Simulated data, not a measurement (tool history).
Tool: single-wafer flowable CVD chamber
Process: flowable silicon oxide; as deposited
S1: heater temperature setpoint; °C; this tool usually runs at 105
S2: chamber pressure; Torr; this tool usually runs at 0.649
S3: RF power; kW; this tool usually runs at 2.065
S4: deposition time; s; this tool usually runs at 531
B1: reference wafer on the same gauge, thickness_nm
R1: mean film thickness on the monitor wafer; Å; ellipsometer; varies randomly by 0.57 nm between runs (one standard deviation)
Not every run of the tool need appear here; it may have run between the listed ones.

run,hour,S1,S2,S3,S4,B1,R1
1,0.0,105,0.649,2.065,531,211.079,1980.12
2,76.5,105,0.649,2.065,531,211.041,1982.52
3,101.1,105,0.725,2.065,531,211.157,2217.07
# hour 145.2: capacitance manometer re-zeroed and calibrated
4,150.4,105,0.725,2.065,531,211.122,2138.43
5,220.8,105,0.649,2.065,531,210.792,1933.81
# hour 240.0: RF generator calibrated
# hour 376.1: thermocouple changed; heater temperature recalibrated
6,376.6,105,0.576,2.065,531,211.182,1802.72
7,398.6,105,0.576,2.065,531,210.999,1798.96
8,440.8,105,0.649,2.065,531,211.088,2031.54
9,507.2,94,0.649,2.190,592,210.877,3466.70
# hour 525.1: showerhead replaced
10,533.5,105,0.649,1.925,470,210.784,1784.72
11,576.4,105,0.649,2.065,531,211.115,2037.03
12,635.5,105,0.764,2.185,531,210.748,2416.01
13,700.9,114,0.649,2.065,531,210.902,1457.70
14,745.7,105,0.649,2.065,531,211.201,2031.80
15,789.9,105,0.533,2.065,633,210.919,1981.20
16,836.5,105,0.564,2.065,531,211.031,1756.53
# hour 885.2: gauge calibrated
17,940.6,105,0.649,2.065,531,211.141,2026.48
18,999.7,105,0.649,2.065,531,210.919,2008.18
19,1032.4,105,0.731,2.065,531,210.979,2276.40
20,1105.3,119,0.534,2.175,483,210.948,928.96
21,1162.5,95,0.742,2.065,584,210.763,3719.51
22,1232.1,96,0.512,2.205,434,211.064,1849.92
23,1294.3,105,0.649,2.065,531,210.948,2018.16

What does the tool deliver on the next run?
24,1322.2,105,0.649,2.065,531,?,?

{"run 24": {"B1": 210.969, "R1": 2012.69}}
Without the tool's hidden state the same run would have given R1 2004.47 Å.

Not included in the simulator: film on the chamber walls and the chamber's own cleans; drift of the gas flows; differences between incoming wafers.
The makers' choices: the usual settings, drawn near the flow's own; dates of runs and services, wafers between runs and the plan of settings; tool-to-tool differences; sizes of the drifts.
